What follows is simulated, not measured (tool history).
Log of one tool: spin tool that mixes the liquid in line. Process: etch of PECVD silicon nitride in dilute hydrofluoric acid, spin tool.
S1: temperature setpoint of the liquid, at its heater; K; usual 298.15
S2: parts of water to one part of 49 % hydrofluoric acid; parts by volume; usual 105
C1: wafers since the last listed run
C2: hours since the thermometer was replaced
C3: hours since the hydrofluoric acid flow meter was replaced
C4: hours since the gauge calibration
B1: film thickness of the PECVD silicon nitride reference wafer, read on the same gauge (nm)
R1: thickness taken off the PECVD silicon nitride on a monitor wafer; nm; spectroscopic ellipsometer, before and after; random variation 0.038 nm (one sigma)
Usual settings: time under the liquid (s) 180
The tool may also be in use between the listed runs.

Run 1, day 0.000: usual settings; C1 0; C2 670.3; C3 1078.2; C4 209.2; B1 80.020. Result: R1 3.916 nm.
Run 2, day 2.775: usual settings; C1 314; C2 736.9; C3 1144.8; C4 275.8; B1 80.000. Result: R1 3.933 nm.
Run 3, day 4.942: usual settings; C1 245; C2 788.9; C3 1196.8; C4 327.8; B1 79.984. Result: R1 3.869 nm.
At day 6.979: hydrofluoric acid flow meter replaced.
Run 4, day 7.729: usual settings; C1 311; C2 855.8; C3 18.0; C4 394.7; B1 79.968. Result: R1 4.134 nm.
Run 5, day 9.342: usual settings; C1 182; C2 894.5; C3 56.7; C4 433.4; B1 79.977. Result: R1 4.105 nm.
Run 6, day 12.012: usual settings; C1 302; C2 958.6; C3 120.8; C4 497.5; B1 80.035. Result: R1 4.109 nm.
Run 7, day 14.950: usual settings; C1 333; C2 1029.1; C3 191.3; C4 568.0; B1 79.974. Result: R1 4.059 nm.
Run 8, day 16.288: usual settings; C1 151; C2 1061.2; C3 223.4; C4 600.1; B1 80.011. Result: R1 4.033 nm.
Run 9, day 18.300: usual settings; C1 228; C2 1109.5; C3 271.7; C4 648.4; B1 79.978. Result: R1 4.121 nm.
Run 10, day 20.671: usual settings; C1 268; C2 1166.4; C3 328.6; C4 705.3; B1 80.020. Result: R1 4.053 nm.
Run 11, day 21.883: usual settings; C1 137; C2 1195.5; C3 357.7; C4 734.4; B1 79.978. Result: R1 4.004 nm.
Run 12, day 23.871: usual settings; C1 225; C2 1243.2; C3 405.4; C4 782.1; B1 79.968. Result: R1 4.097 nm.
Run 13, day 26.842: usual settings; C1 336; C2 1314.5; C3 476.7; C4 853.4; B1 79.981. Result: R1 4.039 nm.
Run 14, day 34.529: usual settings but time under the liquid (s) 155; C1 871; C2 1499.0; C3 661.2; C4 1037.9; B1 79.980. Result: R1 3.378 nm.
Run 15, day 36.817: usual settings but S1 294.15 K, time under the liquid (s) 220; C1 259; C2 1553.9; C3 716.1; C4 1092.8; B1 80.011. Result: R1 3.675 nm.
Run 16, day 39.762: usual settings; C1 333; C2 1624.6; C3 786.8; C4 1163.5; B1 79.989. Result: R1 3.975 nm.
Run 17, day 48.183: usual settings; C1 954; C2 1826.7; C3 988.9; C4 1365.6; B1 79.990. Result: R1 3.939 nm.
Run 18, day 50.496: usual settings; C1 262; C2 1882.2; C3 1044.4; C4 1421.1; B1 80.036. Result: R1 3.900 nm.
Run 19, day 52.529: usual settings but S2 140 parts by volume, time under the liquid (s) 130; C1 230; C2 1931.0; C3 1093.2; C4 1469.9; B1 80.040. Result: R1 2.109 nm.
At day 52.642: gauge calibrated.
Run 20, day 54.404: usual settings but S1 302.65 K, S2 75 parts by volume; C1 212; C2 1976.0; C3 1138.2; C4 42.3; B1 79.967. Result: R1 7.307 nm.
At day 56.383: thermometer replaced.
At day 56.396: hydrofluoric acid flow meter replaced.
Run 21, day 57.046: usual settings but S1 302.15 K, S2 120 parts by volume, time under the liquid (s) 255; C1 293; C2 15.9; C3 15.6; C4 105.7; B1 79.988. Result: R1 6.662 nm.
Run 22, day 64.408: usual settings but S2 75 parts by volume; C1 834; C2 192.6; C3 192.3; C4 282.4; B1 79.993. Result: R1 5.720 nm.
Run 23, day 66.558: usual settings; C1 243; C2 244.2; C3 243.9; C4 334.0; B1 79.972. Result: R1 4.027 nm.
Run 24, day 68.575: usual settings; C1 228; C2 292.6; C3 292.3; C4 382.4; B1 79.962. Result: R1 4.076 nm.
Run 25, day 70.438: usual settings but S2 120 parts by volume; C1 211; C2 337.3; C3 337.0; C4 427.1; B1 79.966. Result: R1 3.553 nm.
Run 26, day 73.421: usual settings but S1 295.65 K, S2 70 parts by volume; C1 338; C2 408.9; C3 408.6; C4 498.7; B1 79.986. Result: R1 5.154 nm.
Run 27, day 79.292: usual settings but S1 296.65 K, S2 70 parts by volume, time under the liquid (s) 285; C1 665; C2 549.8; C3 549.5; C4 639.6; B1 80.000. Result: R1 8.747 nm.
Run 28, day 81.246: usual settings but S1 301.65 K, time under the liquid (s) 215; C1 221; C2 596.7; C3 596.4; C4 686.5; B1 80.006. Result: R1 5.969 nm.

5 ways to go on from here, each from the tool as it stands after run 28. What would each give?
Run A, day 81.267: usual settings but S2 125 parts by volume; C1 2; C2 597.2; C3 596.9; C4 687.0; B1 ?. Result: R1 ?.
Run B, day 81.267: usual settings but S1 300.65 K; C1 2; C2 597.2; C3 596.9; C4 687.0; B1 ?. Result: R1 ?.
Run C, day 81.267: usual settings but S1 300.65 K, time under the liquid (s) 275; C1 2; C2 597.2; C3 596.9; C4 687.0; B1 ?. Result: R1 ?.
Run D, day 81.267: usual settings but S1 299.65 K, time under the liquid (s) 255; C1 2; C2 597.2; C3 596.9; C4 687.0; B1 ?. Result: R1 ?.
Run E, day 81.267: usual settings but S1 301.65 K, time under the liquid (s) 150; C1 2; C2 597.2; C3 596.9; C4 687.0; B1 ?. Result: R1 ?.

run      B1     R1
  A  79.989  3.335
  B  79.989  4.658
  C  79.989  7.116
  D  79.989  6.189
  E  79.989  4.136
Without the tool's hidden state the same runs would have given:
run     R1
  A  3.440
  B  4.805
  C  7.341
  D  6.384
  E  4.267
